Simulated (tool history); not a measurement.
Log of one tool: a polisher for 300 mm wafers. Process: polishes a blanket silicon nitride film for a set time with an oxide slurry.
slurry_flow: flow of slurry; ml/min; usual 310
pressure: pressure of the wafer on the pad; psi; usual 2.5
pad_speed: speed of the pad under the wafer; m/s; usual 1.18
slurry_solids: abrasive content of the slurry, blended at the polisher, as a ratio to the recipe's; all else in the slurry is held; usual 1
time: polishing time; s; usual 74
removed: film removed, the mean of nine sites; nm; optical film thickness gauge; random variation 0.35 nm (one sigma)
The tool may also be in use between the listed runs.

run     day  slurry_flow  pressure  pad_speed  slurry_solids  time  incoming thickness of the incoming film, nm  removed
  1       0          310       2.5       1.18            0.9    74                                        537.2     39.7
      2.096  -- slurry nozzle cleaned
  2   2.117          310       2.5       1.18            0.9    74                                        529.1     39.5
  3   3.379          245       2.5       1.18            1.3    74                                        535.6     44.4
      4.892  -- worn pad replaced by a new one
  4   5.829          310       2.5       1.18              1    74                                        541.6     40.9
      6.875  -- conditioning disc replaced and pad reconditioned
  5   9.067          390       2.5       1.18              1    66                                        532.4     36.3
     11.688  -- slurry blender recalibrated
  6  12.029          205       2.5       1.18              1    74                                        526.5     39.7
  7  13.079          310       2.5       1.18              1    74                                        527.9     42.1
  8  14.408          310       2.5       1.18              1    74                                        527.7     40.8
  9   17.15          310       2.5       1.18              1    74                                        530.5     40.6
 10  18.571          310       2.5       0.94              1    74                                        532.6     34.6
 11  20.154          310       2.5       1.18            0.9    74                                        530.7     38.1
 12  21.925          310       2.5       1.18              1    74                                        532.5     39.9
     23.442  -- slurry nozzle cleaned
 13  23.483          310       2.5       1.18              1    74                                        524.8     39.3
     24.008  -- worn pad replaced by a new one
      25.15  -- conditioning disc replaced and pad reconditioned
 14  25.704          310       2.5       1.18            1.2    92                                        530.9     52.8
 15  27.088          310       3.3       1.18              1    74                                        523.3     51.6
     28.604  -- slurry blender recalibrated
 16  29.733          310       2.5       1.18            0.8    93                                        530.3     45.8
 17  32.571          310       2.5        1.6              1    55                                        526.3     36.4
 18   35.15          310       3.4       0.94            1.2    51                                        527.3     33.2
 19  37.862          310       2.5       1.18           1.15    74                                        530.4     40.8
 20  39.438          310       3.2       1.18              1    74                                        533.4     49.1
     40.604  -- head pressure recalibrated
 21  40.817          310       2.5       1.18              1    74                                        527.2     42.5
     41.554  -- slurry nozzle cleaned
 22  41.992          255       2.2       1.18           0.85    85                                        530.6     38.3
     42.546  -- worn pad replaced by a new one
     43.525  -- conditioning disc replaced and pad reconditioned
 23  43.633          310       2.5       1.18              1    74                                        537.6     40.8
 24  45.871          310       1.7       1.18              1    74                                        534.4     28.3
     47.908  -- slurry blender recalibrated
 25  48.692          310       2.5       1.18              1    74                                        530.4     43.5

Hidden state or all else? Some run-to-run changes of removed, split into what the settings, what came in and random variation would give without the hidden state, and what is left for the hidden state (with any gauge scatter that isn't in both results):
The hidden state here: removal rate lost through wear of the pad, %; slurry flow missing at the pad, %; deviation of the head's pressure from its setpoint, %; abrasive missing from the slurry, %; time polished since the conditioner stopped cutting, s.
Run 13 -> 14: slurry_solids 1 -> 1.2, time 74 -> 92, worn pad replaced by a new one, conditioning disc replaced and pad reconditioned. removed +13.5 nm: hidden state -1.7, all else +15.2.
Run 15 -> 16: pressure 3.3 -> 2.5, slurry_solids 1 -> 0.8, time 74 -> 93, slurry blender recalibrated. removed -5.8 nm: hidden state +2.3, all else -8.1.
Run 20 -> 21: pressure 3.2 -> 2.5, head pressure recalibrated. removed -6.6 nm: hidden state +5.3, all else -11.9.
Run 24 -> 25: pressure 1.7 -> 2.5, slurry blender recalibrated. removed +15.2 nm: hidden state +1.1, all else +14.1.
